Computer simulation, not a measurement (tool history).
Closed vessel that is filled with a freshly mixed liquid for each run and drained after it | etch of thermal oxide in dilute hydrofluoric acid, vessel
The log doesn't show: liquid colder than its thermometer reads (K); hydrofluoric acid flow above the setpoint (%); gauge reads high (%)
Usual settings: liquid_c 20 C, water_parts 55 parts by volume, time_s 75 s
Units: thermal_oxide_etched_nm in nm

run,hour,liquid_c,water_parts,time_s,wafers since the last listed run,hours since the thermometer was replaced,hours since the hydrofluoric acid flow meter was replaced,hours since the gauge calibration,"read-back film thickness of the thermal oxide reference wafer, read on the same gauge (nm)",thermal_oxide_etched_nm
1,0,20,55,75,0,226,1732.1,1805.7,139.98,6.42
# hour 34.5: hydrofluoric acid flow meter replaced
2,64.5,20,55,75,4110,290.5,30,1870.2,140,6.16
3,125.6,20,55,75,3955,351.6,91.1,1931.3,139.98,6.15
4,180.5,20,55,75,3553,406.5,146,1986.2,140.01,6.16
5,210.8,20,55,75,1961,436.8,176.3,2016.5,140,6.19
6,280.7,20,55,75,4524,506.7,246.2,2086.4,140.01,6.18
7,348.1,20,65,75,4363,574.1,313.6,2153.8,140.07,5.23
8,397.1,20,65,75,3171,623.1,362.6,2202.8,140.01,5.18
9,434.4,17,55,85,2414,660.4,399.9,2240.1,139.99,6.2
10,463.3,20,55,75,1870,689.3,428.8,2269,140,6.25
11,489.9,24.5,35,50,1721,715.9,455.4,2295.6,140.01,8.08
# hour 541.3: thermometer replaced
12,547.1,17,70,105,3637,5.8,512.6,2352.8,139.98,5.97
13,597.1,25,25,50,3236,55.8,562.6,2402.8,140.02,11.71
14,632.9,24.5,55,45,2317,91.6,598.4,2438.6,139.99,4.52
15,680.2,20,55,75,3061,138.9,645.7,2485.9,140,6.28
# hour 706.2: gauge calibrated
16,721.7,20,55,75,2686,180.4,687.2,15.5,140.04,6.23
17,769.1,17,40,75,3068,227.8,734.6,62.9,140.01,7.7
18,824,23,55,75,3553,282.7,789.5,117.8,140,7.12
19,882.3,22,70,75,3773,341,847.8,176.1,139.98,5.26
20,910.6,20,55,75,1831,369.3,876.1,204.4,139.99,6.3
21,965.9,24.5,85,75,3579,424.6,931.4,259.7,140,4.74
22,1011.3,20,45,35,2938,470,976.8,305.1,140,3.62
23,1044.1,20,55,75,2123,502.8,1009.6,337.9,140,6.31
24,1084.8,20,55,75,2634,543.5,1050.3,378.6,139.97,6.31
25,1119.9,20,40,75,2272,578.6,1085.4,413.7,140.04,8.88
26,1172.8,17,30,55,3424,631.5,1138.3,466.6,139.97,7.71
27,1243.6,20,55,75,4583,702.3,1209.1,537.4,140,6.33
28,1281.1,22,80,110,2427,739.8,1246.6,574.9,140.04,6.74
29,1354.8,20,55,75,4770,813.5,1320.3,648.6,140,6.35
# hour 1381.1: thermometer replaced
30,1421.3,23,80,55,4240,40.2,1386.8,715.1,140.02,3.5
31,1460,22,55,95,2505,78.9,1425.5,753.8,139.98,8.77
32,1498.5,20,55,75,2492,117.4,1464,792.3,140.03,6.34
33,1538.4,24.5,55,75,2582,157.3,1503.9,832.2,139.97,7.71
34,1584.3,21.5,70,60,2971,203.2,1549.8,878.1,140.01,4.23

Hidden state at the last listed run before each entry between runs and at the first one after, where it differs:
Between runs 1 and 2: hydrofluoric acid flow meter replaced (hour 34.5)
  hydrofluoric acid flow above the setpoint (%): 3.71 -> 0.362
  measured less the result without the state, thermal_oxide_etched_nm: +0.24 -> +0.03 nm
Between runs 11 and 12: thermometer replaced (hour 541.3)
  hydrofluoric acid flow above the setpoint (%): 1.19 -> 1.3
  measured less the result without the state, thermal_oxide_etched_nm: +0.1 -> +0.09 nm
Between runs 15 and 16: gauge calibrated (hour 706.2)
  hydrofluoric acid flow above the setpoint (%): 1.56 -> 1.64
  measured less the result without the state, thermal_oxide_etched_nm: +0.1 -> +0.11 nm
Between runs 29 and 30: thermometer replaced (hour 1381.1)
  hydrofluoric acid flow above the setpoint (%): 2.88 -> 3.01
  measured less the result without the state, thermal_oxide_etched_nm: +0.19 -> +0.11 nm
